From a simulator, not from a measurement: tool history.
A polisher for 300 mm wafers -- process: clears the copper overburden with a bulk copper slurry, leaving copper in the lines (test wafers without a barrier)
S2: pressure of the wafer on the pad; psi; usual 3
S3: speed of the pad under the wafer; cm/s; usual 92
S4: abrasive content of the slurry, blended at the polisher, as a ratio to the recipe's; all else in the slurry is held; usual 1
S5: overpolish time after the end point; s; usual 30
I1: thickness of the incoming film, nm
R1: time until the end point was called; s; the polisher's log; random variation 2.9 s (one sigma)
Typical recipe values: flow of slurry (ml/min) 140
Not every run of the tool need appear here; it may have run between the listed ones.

run 1 hour=0 | flow_of_slurry_(ml/min)=150 S2=3 S3=114 S4=1 S5=30 | I1=973.2 | R1=115.9
run 2 hour=53.7 | flow_of_slurry_(ml/min)=150 S2=3 S3=114 S4=1 S5=30 | I1=966.8 | R1=112.9
run 3 hour=123.9 | flow_of_slurry_(ml/min)=140 S2=3 S3=92 S4=1 S5=30 | I1=974.6 | R1=147
-- hour=138.3 slurry blender recalibrated
run 4 hour=149.6 | flow_of_slurry_(ml/min)=140 S2=3 S3=92 S4=1 S5=30 | I1=982.5 | R1=145.5
-- hour=186.7 worn pad replaced by a new one
run 5 hour=187.2 | flow_of_slurry_(ml/min)=140 S2=3 S3=92 S4=1 S5=30 | I1=976.4 | R1=146
run 6 hour=242.7 | flow_of_slurry_(ml/min)=140 S2=3 S3=92 S4=1 S5=30 | I1=964.9 | R1=148.6
run 7 hour=272.9 | flow_of_slurry_(ml/min)=140 S2=3 S3=92 S4=1 S5=30 | I1=970.6 | R1=138.5
run 8 hour=318.5 | flow_of_slurry_(ml/min)=140 S2=3 S3=92 S4=1 S5=30 | I1=975.6 | R1=142.6
-- hour=369.2 head pressure recalibrated
run 9 hour=376.7 | flow_of_slurry_(ml/min)=140 S2=3 S3=92 S4=0.9 S5=30 | I1=971.2 | R1=147.6
-- hour=422.3 worn pad replaced by a new one
run 10 hour=427.2 | flow_of_slurry_(ml/min)=140 S2=3 S3=92 S4=0.9 S5=30 | I1=966.6 | R1=144.4
run 11 hour=452.8 | flow_of_slurry_(ml/min)=140 S2=3 S3=92 S4=0.85 S5=30 | I1=969.7 | R1=154.1
run 12 hour=483 | flow_of_slurry_(ml/min)=140 S2=3 S3=92 S4=0.85 S5=30 | I1=964.6 | R1=150
run 13 hour=534.6 | flow_of_slurry_(ml/min)=140 S2=3 S3=92 S4=0.85 S5=30 | I1=963 | R1=148
run 14 hour=569.9 | flow_of_slurry_(ml/min)=110 S2=2.6 S3=92 S4=1 S5=25 | I1=959.1 | R1=174.9
-- hour=593.6 slurry blender recalibrated
-- hour=641.1 slurry nozzle cleaned
run 15 hour=641.6 | flow_of_slurry_(ml/min)=140 S2=3 S3=92 S4=1 S5=30 | I1=957.3 | R1=145.3
-- hour=675.7 worn pad replaced by a new one
run 16 hour=699 | flow_of_slurry_(ml/min)=140 S2=3 S3=92 S4=1 S5=30 | I1=971.2 | R1=143.3
run 17 hour=728.4 | flow_of_slurry_(ml/min)=140 S2=3 S3=70 S4=1.2 S5=30 | I1=963.2 | R1=182.3
run 18 hour=788.5 | flow_of_slurry_(ml/min)=105 S2=2.5 S3=124 S4=1 S5=23 | I1=980.6 | R1=133.5
run 19 hour=834.6 | flow_of_slurry_(ml/min)=140 S2=3 S3=92 S4=1 S5=35 | I1=962.2 | R1=141.5
run 20 hour=896.3 | flow_of_slurry_(ml/min)=140 S2=3.6 S3=92 S4=1.25 S5=16 | I1=983.5 | R1=120.7
-- hour=923.2 worn pad replaced by a new one
run 21 hour=923.7 | flow_of_slurry_(ml/min)=140 S2=3 S3=92 S4=0.75 S5=24 | I1=975 | R1=165.9
run 22 hour=952.6 | flow_of_slurry_(ml/min)=140 S2=3 S3=68 S4=0.75 S5=30 | I1=978 | R1=211.8
-- hour=978.3 head pressure recalibrated
run 23 hour=978.8 | flow_of_slurry_(ml/min)=100 S2=2.6 S3=92 S4=0.8 S5=21 | I1=957.5 | R1=180.9
run 24 hour=1045.4 | flow_of_slurry_(ml/min)=100 S2=3 S3=116 S4=1 S5=30 | I1=972 | R1=127.3
-- hour=1066.2 slurry blender recalibrated
run 25 hour=1089.8 | flow_of_slurry_(ml/min)=185 S2=2.5 S3=106 S4=1 S5=39 | I1=989.8 | R1=137.5
run 26 hour=1123.1 | flow_of_slurry_(ml/min)=170 S2=3 S3=82 S4=1 S5=30 | I1=954.6 | R1=157.9

Each row is a separate what-if for the run after 26, all from the same tool condition, not one after another. Results?
run A hour=1123.6 | flow_of_slurry_(ml/min)=140 S2=3 S3=92 S4=1 S5=30 | I1=978.3 | R1=?
run B hour=1123.6 | flow_of_slurry_(ml/min)=140 S2=3 S3=110 S4=1 S5=30 | I1=978.3 | R1=?
run C hour=1123.6 | flow_of_slurry_(ml/min)=140 S2=3.6 S3=110 S4=1 S5=30 | I1=978.3 | R1=?

run=A R1=147.3
run=B R1=123.2
run=C R1=106.9
With the hidden condition removed and each run's random variation left untouched, the same runs would have given:
run=A R1=147.3
run=B R1=123.2
run=C R1=106.9

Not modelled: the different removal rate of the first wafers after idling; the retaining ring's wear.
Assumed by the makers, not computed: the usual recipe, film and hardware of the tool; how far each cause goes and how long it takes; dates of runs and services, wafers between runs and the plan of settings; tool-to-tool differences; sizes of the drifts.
